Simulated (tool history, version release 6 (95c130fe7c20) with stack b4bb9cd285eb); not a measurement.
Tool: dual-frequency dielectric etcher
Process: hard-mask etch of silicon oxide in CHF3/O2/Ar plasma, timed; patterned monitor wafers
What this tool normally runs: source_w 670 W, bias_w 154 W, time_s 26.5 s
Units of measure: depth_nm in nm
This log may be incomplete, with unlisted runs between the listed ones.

run	day	source_w	bias_w	time_s	wafers since the last listed run	hours since the last wet clean	hours since the last source power generator calibration	hours since the last bias power generator calibration	hours since the last upper electrode change	hours since the gauge calibration	read-back reference wafer on the same gauge, depth_nm	depth_nm
1	0	670	154	26.5	0	94	4106.5	3911.4	3890.5	485	48.2	54.7
2	0.517	670	154	26.5	134	106.4	4118.9	3923.8	3902.9	497.4	48.2	54.8
3	1.65	670	154	26.5	294	133.6	4146.1	3951	3930.1	524.6	48.2	54.8
4	2.967	670	154	24.5	342	165.2	4177.7	3982.6	3961.7	556.2	48.2	50.7
5	3.588	670	154	24.5	161	180.1	4192.6	3997.5	3976.6	571.1	48.2	50.6
6	4.525	670	154	24.5	243	202.6	4215.1	4020	3999.1	593.6	48.2	50.7
7	5.529	720	154	26.5	261	226.7	4239.2	4044.1	4023.2	617.7	48.2	56
8	6.488	720	154	26.5	249	249.7	4262.2	4067.1	4046.2	640.7	48.3	56.3
9	7.367	670	154	26.5	228	270.8	4283.3	4088.2	4067.3	661.8	48.2	55.2
10	8.367	670	154	26.5	260	294.8	4307.3	4112.2	4091.3	685.8	48.3	55.1
11	9.296	670	154	26.5	241	317.1	4329.6	4134.5	4113.6	708.1	48.2	55
12	10.392	790	154	26.5	285	343.4	4355.9	4160.8	4139.9	734.4	48.2	58.3
13	11.138	790	154	26.5	194	361.3	4373.8	4178.7	4157.8	752.3	48.1	58.2
14	11.925	620	154	26.5	204	380.2	4392.7	4197.6	4176.7	771.2	48.2	53.5
15	13.325	570	167	26.5	364	413.8	4426.3	4231.2	4210.3	804.8	48.3	53.6
# day 13.338: gauge calibrated
16	14.125	670	154	26.5	208	433	4445.5	4250.4	4229.5	18.9	48.2	55.2
17	15.079	670	154	31.5	248	455.9	4468.4	4273.3	4252.4	41.8	48.2	65.9
18	16.454	500	143	19.5	357	488.9	4501.4	4306.3	4285.4	74.8	48.2	36.6
# day 17.988: upper electrode replaced, of another model than before
# day 18.05: bias power generator calibrated
19	18.071	670	154	26.5	144	527.7	4540.2	0.5	2	113.6	48.2	55.6

Expected results for the next run?
20	18.154	510	154	26.5	21	529.7	4542.2	2.5	4	115.6	?	?

For run 20 the tool returned read-back reference wafer on the same gauge, depth_nm 48.2, depth_nm 46.9 nm.
With the hidden condition absent and the run-to-run variation left alone, this run would have shown depth_nm 46.2 nm.

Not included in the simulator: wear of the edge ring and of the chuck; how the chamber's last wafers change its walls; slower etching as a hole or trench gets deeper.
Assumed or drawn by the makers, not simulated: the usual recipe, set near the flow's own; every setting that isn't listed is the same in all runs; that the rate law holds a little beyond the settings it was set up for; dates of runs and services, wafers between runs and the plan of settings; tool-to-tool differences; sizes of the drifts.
